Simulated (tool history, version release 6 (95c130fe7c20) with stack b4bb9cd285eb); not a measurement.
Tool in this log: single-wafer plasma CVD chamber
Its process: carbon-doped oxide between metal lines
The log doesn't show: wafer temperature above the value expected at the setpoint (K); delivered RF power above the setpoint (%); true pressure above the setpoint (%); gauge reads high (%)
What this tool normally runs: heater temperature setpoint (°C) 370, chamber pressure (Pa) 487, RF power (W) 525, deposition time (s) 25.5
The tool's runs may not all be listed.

| run | hour | heater temperature setpoint (°C) | chamber pressure (Pa) | RF power (W) | deposition time (s) | wafers since the last listed run | hours since the last thermocouple change | hours since the last RF generator calibration | hours since the last manometer calibration | hours since the showerhead was replaced | hours since the gauge calibration | read-back reference wafer on the same gauge, thickness_nm | mean film thickness on the monitor wafer (Å) |
|---|---|---|---|---|---|---|---|---|---|---|---|---|---|
| 1 | 0 | 370 | 487 | 525 | 25.5 | 0 | 1674.6 | 1512.9 | 2506.8 | 2604.4 | 1438.6 | 120.051 | 1265.83 |
| 2 | 24.6 | 370 | 487 | 525 | 25.5 | 483 | 1699.2 | 1537.5 | 2531.4 | 2629 | 1463.2 | 120.005 | 1252.16 |
| 3 | 95.6 | 370 | 487 | 525 | 25.5 | 1396 | 1770.2 | 1608.5 | 2602.4 | 2700 | 1534.2 | 120.019 | 1252.43 |
| 4 | 150 | 370 | 487 | 525 | 25.5 | 1069 | 1824.6 | 1662.9 | 2656.8 | 2754.4 | 1588.6 | 120.042 | 1254.09 |
| 5 | 199.6 | 370 | 487 | 525 | 25.5 | 975 | 1874.2 | 1712.5 | 2706.4 | 2804 | 1638.2 | 120.089 | 1259.64 |
| 6 | 233.6 | 370 | 487 | 525 | 25.5 | 668 | 1908.2 | 1746.5 | 2740.4 | 2838 | 1672.2 | 120.156 | 1252.34 |
| 7 | 259.9 | 370 | 487 | 525 | 25.5 | 517 | 1934.5 | 1772.8 | 2766.7 | 2864.3 | 1698.5 | 120.041 | 1260.04 |
| 8 | 313.3 | 370 | 487 | 525 | 25.5 | 1050 | 1987.9 | 1826.2 | 2820.1 | 2917.7 | 1751.9 | 119.973 | 1243.35 |
|  | 347.6 | RF generator calibrated |
| 9 | 351.3 | 381 | 560 | 525 | 25.5 | 590 | 2025.9 | 3.7 | 2858.1 | 2955.7 | 1789.9 | 120 | 1232.96 |
|  | 389.7 | gauge calibrated |
| 10 | 408.8 | 370 | 487 | 525 | 23.8 | 1130 | 2083.4 | 61.2 | 2915.6 | 3013.2 | 19.1 | 120.142 | 1150.53 |
| 11 | 464.7 | 370 | 487 | 495 | 25.5 | 1099 | 2139.3 | 117.1 | 2971.5 | 3069.1 | 75 | 119.877 | 1205.68 |
| 12 | 510 | 370 | 487 | 525 | 25.5 | 891 | 2184.6 | 162.4 | 3016.8 | 3114.4 | 120.3 | 120.136 | 1232.36 |
| 13 | 575.6 | 382 | 585 | 525 | 27.3 | 1290 | 2250.2 | 228 | 3082.4 | 3180 | 185.9 | 120.054 | 1317.26 |
|  | 622.9 | showerhead replaced |
| 14 | 639.5 | 370 | 487 | 525 | 25.5 | 1099 | 2314.1 | 291.9 | 3146.3 | 16.6 | 249.8 | 120.238 | 1234.25 |
|  | 647.7 | RF generator calibrated, repeated, since the last time left the tool worse |
| 15 | 696.9 | 370 | 487 | 525 | 25.5 | 971 | 2371.5 | 49.2 | 3203.7 | 74 | 307.2 | 120.154 | 1280.19 |
| 16 | 742.8 | 360 | 452 | 525 | 25.5 | 902 | 2417.4 | 95.1 | 3249.6 | 119.9 | 353.1 | 119.962 | 1303.33 |

Forecast run 17:
|  | 785.9 | capacitance manometer re-zeroed and calibrated |
| 17 | 791.6 | 375 | 487 | 525 | 25.5 | 802 | 2466.2 | 143.9 | 5.7 | 168.7 | 401.9 | ? | ? |

read-back reference wafer on the same gauge, thickness_nm: 119.966
mean film thickness on the monitor wafer (Å): 1263.62
Without the tool's hidden state the same run would have given mean film thickness on the monitor wafer (Å) 1266.85.

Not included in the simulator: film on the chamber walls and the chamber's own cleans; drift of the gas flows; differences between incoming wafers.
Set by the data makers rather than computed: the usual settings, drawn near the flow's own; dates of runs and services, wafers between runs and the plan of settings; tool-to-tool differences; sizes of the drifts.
